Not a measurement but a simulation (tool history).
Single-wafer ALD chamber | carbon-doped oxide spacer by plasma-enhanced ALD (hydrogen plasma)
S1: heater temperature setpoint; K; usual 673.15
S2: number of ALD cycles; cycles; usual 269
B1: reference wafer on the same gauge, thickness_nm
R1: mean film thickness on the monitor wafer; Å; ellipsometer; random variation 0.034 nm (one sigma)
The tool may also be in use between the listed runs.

run,day,S1,S2,B1,R1
1,0.000,673.15,269,12.092,137.49
2,1.821,673.15,269,12.093,137.31
3,4.621,662.15,269,12.108,137.36
4,6.483,673.15,269,12.099,137.11
5,8.512,673.15,269,12.112,137.40
6,10.142,679.15,269,12.097,134.90
7,12.258,673.15,269,12.096,136.60
8,13.971,673.15,269,12.112,137.33
9,15.092,673.15,269,12.104,137.12
10,20.946,673.15,269,12.086,136.97
11,23.050,680.15,269,12.104,133.84
12,24.421,680.15,269,12.104,133.87
13,27.062,673.15,269,12.101,136.89
14,29.129,673.15,269,12.100,137.53
15,30.200,673.15,269,12.109,136.74
16,32.042,673.15,269,12.114,137.06
17,33.792,673.15,288,12.089,146.90
18,34.925,673.15,216,12.105,110.61
19,37.808,673.15,315,12.109,160.42
20,38.829,659.15,220,12.104,112.49
21,41.338,661.15,297,12.099,151.68
22,42.588,660.15,297,12.101,151.47
23,45.508,679.15,217,12.098,108.76
24,47.142,669.15,269,12.093,136.93
25,51.338,660.15,321,12.104,164.04
26,52.583,666.15,248,12.111,126.08
27,55.183,659.15,255,12.101,130.18
28,56.321,663.15,300,12.100,152.67
29,58.671,673.15,269,12.094,137.26
30,61.038,673.15,269,12.110,137.61
31,62.308,686.15,223,12.103,108.98
32,65.208,673.15,269,12.095,137.13
33,66.946,659.15,222,12.099,113.42
34,68.404,673.15,269,12.084,137.19

Taken out of this log: 2 entries between the listed runs. Where each belongs, and how the hidden state differs across it:
Between runs 13 and 14: thermocouple changed; heater temperature recalibrated (day 27.433)
  no hidden state differs between the two runs
Between runs 23 and 24: gauge calibrated (day 46.350)
  no hidden state differs between the two runs

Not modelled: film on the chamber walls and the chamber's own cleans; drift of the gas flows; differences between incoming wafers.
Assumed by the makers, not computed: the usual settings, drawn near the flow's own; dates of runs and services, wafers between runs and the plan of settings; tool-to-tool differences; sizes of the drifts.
